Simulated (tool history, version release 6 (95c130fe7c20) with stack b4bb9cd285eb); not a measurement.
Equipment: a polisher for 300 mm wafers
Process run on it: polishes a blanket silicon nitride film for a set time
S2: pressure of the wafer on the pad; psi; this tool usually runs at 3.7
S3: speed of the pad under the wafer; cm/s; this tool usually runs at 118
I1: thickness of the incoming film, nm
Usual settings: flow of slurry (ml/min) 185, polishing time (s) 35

Run 1, hour 0: usual settings but S3 140 cm/s; I1 876.4. Result: film removed (nm) 75.2.
Run 2, hour 68.5: usual settings but S3 140 cm/s; I1 875.9. Result: film removed (nm) 75.
Run 3, hour 129.7: usual settings; I1 875.3. Result: film removed (nm) 63.7.
Run 4, hour 166.8: usual settings; I1 865.5. Result: film removed (nm) 63.9.
At hour 191.6: worn pad replaced by a new one.
Run 5, hour 194.6: usual settings; I1 872.2. Result: film removed (nm) 63.2.
Run 6, hour 221.2: usual settings; I1 889.1. Result: film removed (nm) 63.3.
Run 7, hour 265.5: usual settings; I1 857.8. Result: film removed (nm) 63.5.
Run 8, hour 307.4: usual settings; I1 874. Result: film removed (nm) 61.5.
At hour 328.4: head pressure recalibrated.
At hour 335.3: slurry nozzle cleaned.
Run 9, hour 366.9: usual settings; I1 876.6. Result: film removed (nm) 66.2.
At hour 415.6: worn pad replaced by a new one.
Run 10, hour 452.1: usual settings; I1 854.6. Result: film removed (nm) 66.4.
Run 11, hour 567.5: usual settings but flow of slurry (ml/min) 165, polishing time (s) 28; I1 884.9. Result: film removed (nm) 52.1.
At hour 608.9: worn pad replaced by a new one.
Run 12, hour 622.8: usual settings but flow of slurry (ml/min) 135, polishing time (s) 40; I1 866. Result: film removed (nm) 72.1.
Run 13, hour 694.5: usual settings but S3 106 cm/s; I1 872.4. Result: film removed (nm) 60.2.
Run 14, hour 745.4: usual settings; I1 882.3. Result: film removed (nm) 63.6.

Forecast run 15:
Run 15, hour 798.9: usual settings but S3 94 cm/s; I1 865.9. Result: film removed (nm) ?.

film removed (nm): 54.8
Minus the tool's unlogged condition, the same run would have read film removed (nm) 56.2.
